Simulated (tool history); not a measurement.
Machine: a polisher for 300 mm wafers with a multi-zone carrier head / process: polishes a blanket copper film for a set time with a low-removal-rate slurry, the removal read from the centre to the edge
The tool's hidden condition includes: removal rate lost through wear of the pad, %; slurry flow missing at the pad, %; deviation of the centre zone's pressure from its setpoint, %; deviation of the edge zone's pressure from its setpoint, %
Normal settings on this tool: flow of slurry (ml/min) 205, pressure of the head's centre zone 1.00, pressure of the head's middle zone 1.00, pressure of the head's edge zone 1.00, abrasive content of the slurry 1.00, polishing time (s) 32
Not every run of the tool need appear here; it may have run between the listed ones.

run	hour	flow of slurry (ml/min)	pressure of the head's centre zone	pressure of the head's middle zone	pressure of the head's edge zone	abrasive content of the slurry	polishing time (s)	wafers since the last listed run	wafers polished on this pad	hours since the slurry nozzle was cleaned	hours since the centre zone pressure was calibrated	hours since the edge zone pressure was calibrated	hours since the carrier head's membrane was replaced	incoming thickness of the incoming film, nm	film removed at the wafer's centre (nm)	film removed at mid-radius (nm)	film removed at the wafer's edge (nm)
1	0.0	205	1.00	1.00	1.00	1.00	32	0	2908	96.5	636.0	39.2	115.2	1604.3	77.2	76.5	81.2
2	39.6	205	1.00	1.00	1.00	1.00	32	355	3264	136.1	675.6	78.8	154.8	1561.8	78.2	78.1	79.5
3	120.2	205	1.00	1.00	1.06	0.80	32	724	3988	216.7	756.2	159.4	235.4	1625.4	74.9	74.3	77.3
# hour 170.9: worn pad replaced by a new one, repeated, since the last time left the tool worse
4	192.3	250	1.00	1.00	1.00	1.00	32	611	192	288.8	828.3	231.5	307.5	1572.9	90.9	91.3	94.0
5	369.4	205	1.00	1.00	1.00	1.00	32	1591	1783	465.9	1005.4	408.6	484.6	1602.0	89.2	91.4	91.4
6	452.7	205	1.00	1.00	1.00	1.00	32	748	2531	549.2	1088.7	491.9	567.9	1566.4	89.6	88.4	90.6
7	538.0	205	0.89	0.91	1.00	0.75	32	766	3298	634.5	1174.0	577.2	653.2	1583.6	73.7	77.6	85.0
# hour 543.6: carrier head's membrane replaced by a new one
# hour 583.0: slurry nozzle cleaned
# hour 585.0: edge zone pressure recalibrated
8	640.6	150	1.00	0.93	1.07	1.30	32	850	4148	57.6	1276.6	55.6	97.0	1584.4	85.0	82.4	92.9
# hour 687.6: centre zone pressure recalibrated
9	722.3	205	1.11	1.08	0.88	1.00	37	716	4864	139.3	34.7	137.3	178.7	1587.3	110.0	107.3	94.9
# hour 729.2: worn pad replaced by a new one
10	768.3	205	0.95	1.00	1.00	0.75	32	377	351	185.3	80.7	183.3	224.7	1599.9	81.8	86.0	86.8
11	837.1	205	1.00	1.00	1.08	1.15	25	618	969	254.1	149.5	252.1	293.5	1592.3	72.4	70.6	74.9
12	999.0	205	1.00	1.00	1.00	1.00	41	1454	2424	416.0	311.4	414.0	455.4	1620.2	115.1	114.1	115.7
13	1053.5	155	1.00	1.00	1.00	1.15	32	489	2914	470.5	365.9	468.5	509.9	1593.3	86.9	85.5	89.0
# hour 1131.5: carrier head's membrane replaced by a new one
# hour 1176.0: edge zone pressure recalibrated
# hour 1254.8: worn pad replaced by a new one
# hour 1282.2: slurry nozzle cleaned
14	1349.9	205	1.00	1.00	1.00	1.00	32	2555	845	67.7	662.3	173.9	218.4	1612.5	89.8	89.4	91.6
15	1386.2	205	0.89	0.96	1.00	1.00	32	326	1171	104.0	698.6	210.2	254.7	1588.0	80.5	85.5	89.7
16	1453.8	205	1.00	1.00	1.00	1.15	32	607	1778	171.6	766.2	277.8	322.3	1620.3	92.3	92.4	93.7
17	1554.6	205	1.09	1.00	1.06	1.00	35	905	2684	272.4	867.0	378.6	423.1	1570.2	105.1	95.9	102.6

Expected results for the next run?
18	1638.7	145	0.95	1.00	1.00	0.75	39	755	3440	356.5	951.1	462.7	507.2	1580.9	?	?	?

Run 18 measured film removed at the wafer's centre (nm) 92.7, film removed at mid-radius (nm) 96.5, film removed at the wafer's edge (nm) 100.2.
Minus the tool's unlogged condition, the same run would have read film removed at the wafer's centre (nm) 95.6, film removed at mid-radius (nm) 99.5, film removed at the wafer's edge (nm) 103.3.
